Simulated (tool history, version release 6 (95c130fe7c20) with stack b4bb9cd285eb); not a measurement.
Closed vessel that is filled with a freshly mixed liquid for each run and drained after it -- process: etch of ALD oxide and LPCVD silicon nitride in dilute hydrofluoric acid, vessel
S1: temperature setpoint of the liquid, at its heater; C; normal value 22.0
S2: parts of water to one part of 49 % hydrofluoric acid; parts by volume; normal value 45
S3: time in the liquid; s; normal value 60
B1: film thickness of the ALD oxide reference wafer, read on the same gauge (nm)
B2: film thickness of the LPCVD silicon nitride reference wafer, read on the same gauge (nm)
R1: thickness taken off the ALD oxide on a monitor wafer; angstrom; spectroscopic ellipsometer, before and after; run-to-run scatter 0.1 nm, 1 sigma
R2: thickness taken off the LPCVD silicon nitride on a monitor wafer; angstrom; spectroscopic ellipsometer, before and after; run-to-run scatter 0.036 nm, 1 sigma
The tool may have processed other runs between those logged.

run     day    S1  S2  S3      B1       B2     R1    R2
  1   0.000  22.0  45  60  120.00  120.069  177.3  5.71
  2   2.125  22.0  60  60  120.02  119.971  128.5  3.92
  3   3.783  22.0  45  60  120.02  120.002  175.1  5.01
  4   6.267  22.0  30  75  119.98  120.062  332.1  9.84
  5   8.121  18.0  45  95  120.03  120.008  234.1  6.36
  6  10.504  22.0  45  60  119.99  120.004  174.0  5.43
  7  12.758  24.5  30  60  119.98  119.989  294.4  9.45
     15.408  -- hydrofluoric acid flow meter replaced
  8  15.438  20.5  45  60  119.97  120.003  163.9  4.58
  9  16.771  23.5  45  60  120.02  119.952  186.4  5.46
 10  18.242  22.0  45  60  120.02  119.986  173.5  5.23
     19.054  -- gauge calibrated
 11  20.150  22.0  45  60  120.02  119.971  172.6  5.23
 12  27.275  22.0  45  60  120.00  120.019  171.1  4.71
 13  29.300  22.0  45  45  120.00  120.016  130.2  4.16
 14  31.688  22.0  40  75  120.00  119.988  242.8  7.84
 15  33.262  26.5  45  40  120.01  120.047  137.3  4.82
 16  36.867  22.0  45  60  120.00  120.036  172.0  4.76
 17  39.496  22.0  50  60  120.00  119.996  150.5  4.36
 18  41.238  24.0  30  35  119.98  120.012  165.1  5.05
 19  42.417  22.0  45  60  119.98  119.991  170.2  4.81
 20  44.888  22.0  35  85  119.99  119.963  312.7  9.45
 21  46.262  19.0  45  60  120.04  119.992  147.9  4.12
 22  48.721  22.0  45  85  119.99  120.011  240.7  7.12
 23  50.096  18.0  40  60  119.97  120.000  161.1  4.39
 24  51.342  18.0  45  30  120.00  119.968   70.9  1.80
 25  52.446  26.5  35  30  119.99  120.033  133.7  4.56

Branching from run 25: 5 alternative next runs. What would each branch give?
  A  52.475  22.0  45  60   ?   ?   ?   ?
  B  52.475  22.0  45  70   ?   ?   ?   ?
  C  52.475  26.5  45  35   ?   ?   ?   ?
  D  52.475  25.0  30  70   ?   ?   ?   ?
  E  52.475  17.5  60  60   ?   ?   ?   ?

run      B1       B2     R1     R2
  A  120.00  119.981  169.9   4.85
  B  120.00  119.981  198.2   5.66
  C  120.00  119.981  119.5   3.85
  D  120.00  119.981  343.9  10.31
  E  120.00  119.981  103.2   2.67
Without the tool's hidden state the same runs would have given:
run     R1     R2
  A  180.1   5.34
  B  210.2   6.23
  C  126.5   4.22
  D  364.5  11.33
  E  109.6   2.95

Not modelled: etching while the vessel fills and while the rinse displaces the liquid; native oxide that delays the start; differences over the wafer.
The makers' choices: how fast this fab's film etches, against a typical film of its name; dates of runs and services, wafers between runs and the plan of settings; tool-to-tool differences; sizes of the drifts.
